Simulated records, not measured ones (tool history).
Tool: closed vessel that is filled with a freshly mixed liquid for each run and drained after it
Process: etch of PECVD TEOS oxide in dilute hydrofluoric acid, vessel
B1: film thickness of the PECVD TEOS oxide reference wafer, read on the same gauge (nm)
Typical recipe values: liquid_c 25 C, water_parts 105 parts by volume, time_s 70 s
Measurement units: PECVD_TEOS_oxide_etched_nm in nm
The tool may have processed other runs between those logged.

Run 1, day 0: usual settings but liquid_c 26.5 C, water_parts 80 parts by volume; B1 30.01. Result: PECVD_TEOS_oxide_etched_nm 30.69 nm.
Run 2, day 1.238: usual settings but liquid_c 29 C; B1 29.98. Result: PECVD_TEOS_oxide_etched_nm 24.75 nm.
Run 3, day 4.092: usual settings but liquid_c 27 C, time_s 50 s; B1 30.05. Result: PECVD_TEOS_oxide_etched_nm 16.53 nm.
Run 4, day 6.6: usual settings but liquid_c 27 C, time_s 50 s; B1 30.03. Result: PECVD_TEOS_oxide_etched_nm 16.45 nm.
Run 5, day 8.833: usual settings but liquid_c 26.5 C; B1 29.94. Result: PECVD_TEOS_oxide_etched_nm 22.75 nm.
Run 6, day 10.775: usual settings but water_parts 135 parts by volume; B1 29.96. Result: PECVD_TEOS_oxide_etched_nm 16.12 nm.
Run 7, day 12.733: usual settings but time_s 90 s; B1 29.97. Result: PECVD_TEOS_oxide_etched_nm 27.92 nm.
Run 8, day 15.129: usual settings; B1 30.01. Result: PECVD_TEOS_oxide_etched_nm 21.76 nm.
Run 9, day 16.312: usual settings; B1 29.97. Result: PECVD_TEOS_oxide_etched_nm 21.71 nm.
Run 10, day 19.283: usual settings; B1 30.06. Result: PECVD_TEOS_oxide_etched_nm 21.7 nm.
Run 11, day 24.404: usual settings; B1 29.99. Result: PECVD_TEOS_oxide_etched_nm 22.06 nm.
Run 12, day 26.258: usual settings but time_s 50 s; B1 30. Result: PECVD_TEOS_oxide_etched_nm 15.6 nm.
At day 27.108: thermometer replaced.
Run 13, day 27.404: usual settings but liquid_c 22.5 C, water_parts 75 parts by volume, time_s 40 s; B1 30.01. Result: PECVD_TEOS_oxide_etched_nm 15.87 nm.
Run 14, day 30.321: usual settings but liquid_c 23 C, water_parts 135 parts by volume, time_s 85 s; B1 30.03. Result: PECVD_TEOS_oxide_etched_nm 17.92 nm.
At day 31.642: hydrofluoric acid flow meter replaced.
Run 15, day 32.512: usual settings; B1 29.99. Result: PECVD_TEOS_oxide_etched_nm 19.87 nm.
Run 16, day 34.592: usual settings but liquid_c 21 C, water_parts 80 parts by volume, time_s 30 s; B1 30. Result: PECVD_TEOS_oxide_etched_nm 9.85 nm.
Run 17, day 36.688: usual settings but water_parts 120 parts by volume, time_s 50 s; B1 30.05. Result: PECVD_TEOS_oxide_etched_nm 12.3 nm.
At day 36.762: gauge calibrated.
Run 18, day 37.867: usual settings; B1 30. Result: PECVD_TEOS_oxide_etched_nm 19.99 nm.
Run 19, day 40.788: usual settings; B1 30.05. Result: PECVD_TEOS_oxide_etched_nm 19.94 nm.
Run 20, day 49.012: usual settings but liquid_c 28 C, water_parts 80 parts by volume; B1 30.03. Result: PECVD_TEOS_oxide_etched_nm 30.98 nm.
Run 21, day 51.592: usual settings but liquid_c 21 C, time_s 35 s; B1 30.03. Result: PECVD_TEOS_oxide_etched_nm 8.64 nm.
Run 22, day 54.354: usual settings; B1 30. Result: PECVD_TEOS_oxide_etched_nm 20.36 nm.
Run 23, day 56.488: usual settings but time_s 40 s; B1 29.99. Result: PECVD_TEOS_oxide_etched_nm 11.61 nm.

Below, some changes in PECVD_TEOS_oxide_etched_nm between adjacent runs. For each, the amount present without the hidden state too (settings, incoming material, random variation) and the amount remaining for the hidden state with gauge scatter not shared by both compared results:
The hidden state here: liquid hotter than its thermometer reads (K); hydrofluoric acid flow above the setpoint (%); gauge reads high (%).
Run 6 -> 7: water_parts 135 -> 105, time_s 70 -> 90. PECVD_TEOS_oxide_etched_nm +11.8 nm: hidden state +1.15, all else +10.65.
Run 14 -> 15: liquid_c 23 -> 25, water_parts 135 -> 105, time_s 85 -> 70, hydrofluoric acid flow meter replaced. PECVD_TEOS_oxide_etched_nm +1.95 nm: hidden state -1.15, all else +3.1.
Run 20 -> 21: liquid_c 28 -> 21, water_parts 80 -> 105, time_s 70 -> 35. PECVD_TEOS_oxide_etched_nm -22.34 nm: hidden state -0.73, all else -21.61.
